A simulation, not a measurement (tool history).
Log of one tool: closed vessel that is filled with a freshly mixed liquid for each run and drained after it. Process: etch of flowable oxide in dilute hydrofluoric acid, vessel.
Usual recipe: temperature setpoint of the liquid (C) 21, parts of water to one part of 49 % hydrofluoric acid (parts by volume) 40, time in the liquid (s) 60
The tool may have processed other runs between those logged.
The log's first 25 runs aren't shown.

run,hour,temperature setpoint of the liquid (C),parts of water to one part of 49 % hydrofluoric acid (parts by volume),time in the liquid (s),wafers since the last listed run,hours since the thermometer was replaced,hours since the hydrofluoric acid flow meter was replaced,hours since the gauge calibration,"read-back film thickness of the flowable oxide reference wafer, read on the same gauge (nm)",thickness taken off the flowable oxide on a monitor wafer (nm)
26,617.2,21,40,60,4167,400.4,434.3,403.4,89.99,53.92
27,679.5,21,40,60,8512,462.7,496.6,465.7,89.94,54.5
28,702.3,22.5,55,70,3115,485.5,519.4,488.5,90.02,47.66
29,729.6,21,55,60,3729,512.8,546.7,515.8,89.96,38.24
30,760.2,24,20,40,4180,543.4,577.3,546.4,90.03,83.2
# hour 762.4: gauge calibrated
31,788,21,20,60,3798,571.2,605.1,25.6,90.01,109.87
32,820.2,21,40,60,4399,603.4,637.3,57.8,90.02,53.21
33,848.8,21,40,30,3907,632,665.9,86.4,89.99,27.19
34,878,21,50,60,3989,661.2,695.1,115.6,90.01,42.45

Here are 3 independent what-if runs from the current tool condition. What would each one return?
A,878.7,19,40,60,95,661.9,695.8,116.3,?,?
B,878.7,22.5,50,30,95,661.9,695.8,116.3,?,?
C,878.7,17.5,25,30,95,661.9,695.8,116.3,?,?

run,"read-back film thickness of the flowable oxide reference wafer, read on the same gauge (nm)",thickness taken off the flowable oxide on a monitor wafer (nm)
A,89.99,49.13
B,89.99,22.5
C,89.99,37.48
Had the tool no hidden state, the same runs would have come out as:
run,thickness taken off the flowable oxide on a monitor wafer (nm)
A,51.16
B,23.45
C,39.01

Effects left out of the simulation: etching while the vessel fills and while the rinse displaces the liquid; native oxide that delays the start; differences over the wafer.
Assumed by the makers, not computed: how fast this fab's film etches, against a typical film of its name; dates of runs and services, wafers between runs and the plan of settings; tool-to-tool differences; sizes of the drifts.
